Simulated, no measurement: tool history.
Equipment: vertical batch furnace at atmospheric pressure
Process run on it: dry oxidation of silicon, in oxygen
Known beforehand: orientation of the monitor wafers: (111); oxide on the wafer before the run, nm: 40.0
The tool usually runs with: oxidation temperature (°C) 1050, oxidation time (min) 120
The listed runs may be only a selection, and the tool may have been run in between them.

run	hour	oxidation temperature (°C)	oxidation time (min)	wafers since the last listed run	hours since the last temperature calibration	hours since the boat lift was adjusted	hours since the gauge calibration	read-back reference wafer on the same gauge, thickness	oxide thickness on the monitor wafer (Å)
1	0	1037	157.5	0	4264.9	4117.5	199.8	168.88	1669.8
2	26.5	1038	120	381	4291.4	4144	226.3	169.04	1451.7
3	56.6	1038	120	433	4321.5	4174.1	256.4	169.02	1452.1
4	81.7	1050	120	361	4346.6	4199.2	281.5	169.02	1537
5	107.1	1050	120	365	4372	4224.6	306.9	168.95	1540.4
6	134.8	1070	120	398	4399.7	4252.3	334.6	168.89	1701.7
7	162.9	1070	120	404	4427.8	4280.4	362.7	168.89	1697.5
8	191.8	1050	73.5	415	4456.7	4309.3	391.6	168.96	1191.4
# hour 237.5: thermocouples replaced and temperature profile calibrated
9	245	1050	120	420	7.5	4362.5	444.8	168.95	1539.6
10	257.6	1050	73.5	181	20.1	4375.1	457.4	169.04	1190.7
11	284.9	1062	101.5	392	47.4	4402.4	484.7	169.01	1491.5
12	308	1062	168	332	70.5	4425.5	507.8	169.16	1960
# hour 345.6: boat lift adjusted
13	346.1	1066	158.5	202	108.6	0.5	545.9	168.99	1939.7
14	356	1026	120	142	118.5	10.4	555.8	168.86	1363.7
# hour 377.7: gauge calibrated
15	412.9	1074	120	818	175.4	67.3	35.2	169.08	1735.7
16	435	1043	152	317	197.5	89.4	57.3	169.07	1690.9
17	535.1	1070	120	1440	297.6	189.5	157.4	169.07	1698.7
18	569.4	1036	120	493	331.9	223.8	191.7	169.11	1437.7

Predict each of these 5 candidate next runs independently; none follows another, all start after run 18:
A	574.5	1067	120	73	337	228.9	196.8	?	?
B	574.5	1072	148.5	73	337	228.9	196.8	?	?
C	574.5	1058	120	73	337	228.9	196.8	?	?
D	574.5	1043	135.5	73	337	228.9	196.8	?	?
E	574.5	1050	82.5	73	337	228.9	196.8	?	?

run	read-back reference wafer on the same gauge, thickness	oxide thickness on the monitor wafer (Å)
A	169.05	1673.5
B	169.05	1927.5
C	169.05	1599.3
D	169.05	1585.8
E	169.05	1262.3
Without the tool's hidden state the same runs would have given:
run	oxide thickness on the monitor wafer (Å)
A	1673.5
B	1927.5
C	1599.3
D	1585.8
E	1262.3
